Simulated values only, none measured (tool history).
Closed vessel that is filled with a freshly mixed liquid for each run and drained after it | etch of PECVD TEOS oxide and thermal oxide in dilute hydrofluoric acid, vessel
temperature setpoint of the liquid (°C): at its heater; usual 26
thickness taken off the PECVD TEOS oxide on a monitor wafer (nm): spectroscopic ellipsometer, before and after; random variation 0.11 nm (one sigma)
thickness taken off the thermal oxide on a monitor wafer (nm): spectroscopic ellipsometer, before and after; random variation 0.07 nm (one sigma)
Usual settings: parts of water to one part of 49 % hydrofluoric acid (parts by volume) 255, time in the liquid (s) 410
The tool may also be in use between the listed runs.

run	day	temperature setpoint of the liquid (°C)	parts of water to one part of 49 % hydrofluoric acid (parts by volume)	time in the liquid (s)	wafers since the last listed run	hours since the thermometer was replaced	hours since the hydrofluoric acid flow meter was replaced	hours since the gauge calibration	read-back film thickness of the PECVD TEOS oxide reference wafer, read on the same gauge (nm)	read-back film thickness of the thermal oxide reference wafer, read on the same gauge (nm)	thickness taken off the PECVD TEOS oxide on a monitor wafer (nm)	thickness taken off the thermal oxide on a monitor wafer (nm)
1	0	26	255	410	0	2409	702	513.1	139.98	60.02	17.63	7.77
2	0.775	26	255	410	1438	2427.6	720.6	531.7	139.98	60	17.27	7.78
3	2.154	26	255	410	2559	2460.7	753.7	564.8	139.97	60.01	17.58	7.82
4	3.125	26	255	410	1801	2484	777	588.1	140	60.02	17.59	7.62
5	4.125	26	255	410	1855	2508	801	612.1	140	60.04	17.79	7.79
6	5.262	26	255	410	2111	2535.3	828.3	639.4	140.04	59.99	17.84	7.75
7	6.692	23	255	410	2652	2569.6	862.6	673.7	140.01	59.97	15.99	7.18
8	8.029	23	255	410	2482	2601.7	894.7	705.8	140.02	60.02	16.05	7.08
9	9.296	23	255	410	2350	2632.1	925.1	736.2	140.02	60.01	15.95	7.08
10	10.229	26	330	300	1732	2654.5	947.5	758.6	139.98	60.01	9.51	4.19
11	11.129	29	300	410	1670	2676.1	969.1	780.2	140	60.02	16.04	7.2
12	12.033	30.5	220	275	1678	2697.8	990.8	801.9	139.99	60	17.2	7.54
13	12.767	28	255	335	1361	2715.4	1008.4	819.5	140.01	60.03	15.89	7.11
# day 12.979: gauge calibrated
14	14.117	22.5	255	410	2505	2747.8	1040.8	27.3	140.02	59.99	16.09	7.17
15	15.038	26	255	590	1708	2769.9	1062.9	49.4	140	60.01	26.41	11.62
16	16.042	26	255	410	1863	2794	1087	73.5	140	60	18.27	8.01
17	17.092	30.5	310	410	1948	2819.2	1112.2	98.7	140.01	60.04	16.55	7.35
18	17.746	26	210	410	1214	2834.9	1127.9	114.4	139.99	60.01	23.22	10.2
19	18.696	26	255	410	1763	2857.7	1150.7	137.2	139.99	59.99	18.51	7.97
# day 19.012: thermometer replaced
20	19.492	30.5	295	320	1399	11.5	1169.8	156.3	140.03	60.02	13.92	6.17
# day 19.825: hydrofluoric acid flow meter replaced
21	20.812	24.5	195	235	2374	43.2	23.7	188	139.99	60.02	12.16	5.45
22	21.475	26	320	280	1229	59.1	39.6	203.9	140.02	59.99	8.29	3.68
23	21.979	23	255	410	935	71.2	51.7	216	140	59.99	14.68	6.58
24	22.817	28.5	165	410	1554	91.3	71.8	236.1	140.01	59.98	30.41	13.52
25	24.029	26	340	410	2250	120.4	100.9	265.2	140.03	60	11.25	4.94
26	25.483	26	385	410	2698	155.3	135.8	300.1	140	60.03	9.54	4.19
27	26.683	26	255	410	2227	184.1	164.6	328.9	140.02	60.01	16.46	7.31

Forecast each of these 3 alternatives for the next run:
A	26.717	26	255	410	61	184.9	165.4	329.7	?	?	?	?
B	26.717	26	255	295	61	184.9	165.4	329.7	?	?	?	?
C	26.717	26	380	410	61	184.9	165.4	329.7	?	?	?	?

run	read-back film thickness of the PECVD TEOS oxide reference wafer, read on the same gauge (nm)	read-back film thickness of the thermal oxide reference wafer, read on the same gauge (nm)	thickness taken off the PECVD TEOS oxide on a monitor wafer (nm)	thickness taken off the thermal oxide on a monitor wafer (nm)
A	139.98	60.01	16.41	7.31
B	139.98	60.01	11.81	5.26
C	139.98	60.01	9.74	4.34
Without the tool's hidden state the same runs would have given:
run	thickness taken off the PECVD TEOS oxide on a monitor wafer (nm)	thickness taken off the thermal oxide on a monitor wafer (nm)
A	16.08	7.16
B	11.57	5.15
C	9.52	4.24

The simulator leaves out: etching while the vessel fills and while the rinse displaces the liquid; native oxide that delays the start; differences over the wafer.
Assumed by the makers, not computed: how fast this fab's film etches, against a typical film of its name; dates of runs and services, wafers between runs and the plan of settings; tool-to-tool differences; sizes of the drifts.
